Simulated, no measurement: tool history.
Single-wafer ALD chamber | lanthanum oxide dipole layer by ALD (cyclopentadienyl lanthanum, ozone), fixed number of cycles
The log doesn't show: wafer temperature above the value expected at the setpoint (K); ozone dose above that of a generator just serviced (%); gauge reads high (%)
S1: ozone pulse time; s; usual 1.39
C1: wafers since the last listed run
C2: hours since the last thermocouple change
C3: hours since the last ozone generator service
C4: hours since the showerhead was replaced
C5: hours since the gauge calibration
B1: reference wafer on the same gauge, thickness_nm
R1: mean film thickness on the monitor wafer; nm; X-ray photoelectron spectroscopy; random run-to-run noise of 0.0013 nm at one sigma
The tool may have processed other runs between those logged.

run,day,S1,C1,C2,C3,C4,C5,B1,R1
1,0,1.83,0,799.4,1281.6,986.6,468.8,0.446,0.514
2,1.821,1.79,603,843.1,1325.3,1030.3,512.5,0.446,0.514
3,4.925,1.79,1028,917.6,1399.8,1104.8,587,0.446,0.512
4,6.375,1.79,480,952.4,1434.6,1139.6,621.8,0.446,0.513
5,8.538,1.39,716,1004.3,1486.5,1191.5,673.7,0.446,0.495
6,11.45,1.39,964,1074.2,1556.4,1261.4,743.6,0.446,0.495
7,14.071,1.59,867,1137.1,1619.3,1324.3,806.5,0.446,0.506
8,16.7,1.39,870,1200.2,1682.4,1387.4,869.6,0.446,0.493
9,18.988,1.39,757,1255.1,1737.3,1442.3,924.5,0.446,0.496
10,21.7,1.39,898,1320.2,1802.4,1507.4,989.6,0.446,0.494
# day 23.621: ozone generator serviced
11,24.429,1.39,793,1385.7,19.4,1572.9,1055.1,0.446,0.502
12,25.492,1.39,351,1411.2,44.9,1598.4,1080.6,0.446,0.502
13,27.983,1.39,825,1471,104.7,1658.2,1140.4,0.446,0.503
# day 29.512: thermocouple changed; heater temperature recalibrated
14,29.783,1.39,485,6.5,147.9,1701.4,1183.6,0.446,0.502
15,32.312,1,837,67.2,208.6,1762.1,1244.3,0.446,0.469
16,34.283,1.1,652,114.5,255.9,1809.4,1291.6,0.445,0.479
17,36.021,1.39,575,156.2,297.6,1851.1,1333.3,0.446,0.502
# day 43.021: gauge calibrated
18,43.833,0.86,2587,343.7,485.1,2038.6,19.5,0.446,0.451
19,45.883,1.16,678,392.9,534.3,2087.8,68.7,0.446,0.482
20,47.883,0.9,662,440.9,582.3,2135.8,116.7,0.446,0.455
21,49.492,1.39,532,479.5,620.9,2174.4,155.3,0.446,0.497
22,52.246,0.88,912,545.6,687,2240.5,221.4,0.446,0.452
# day 53.304: showerhead replaced
23,55.212,1.56,872,616.8,758.2,45.8,292.6,0.446,0.509
24,58.112,0.89,960,686.4,827.8,115.4,362.2,0.446,0.454
25,59.35,1.84,409,716.1,857.5,145.1,391.9,0.446,0.517
26,60.838,0.97,492,751.8,893.2,180.8,427.6,0.446,0.46
27,67.658,1.84,2259,915.5,1056.9,344.5,591.3,0.446,0.515
28,70.192,0.84,839,976.3,1117.7,405.3,652.1,0.446,0.443

Consider 3 possible next runs. They are alternatives, not a sequence: every one starts from the tool as it was left by run 28. What does each give?
A,70.208,0.91,5,976.7,1118.1,405.7,652.5,?,?
B,70.208,1.23,5,976.7,1118.1,405.7,652.5,?,?
C,70.208,1.93,5,976.7,1118.1,405.7,652.5,?,?

run,B1,R1
A,0.446,0.45
B,0.446,0.482
C,0.446,0.515
Take away the tool's hidden state, keep each run's random variation, and the runs would have read:
run,R1
A,0.46
B,0.49
C,0.519
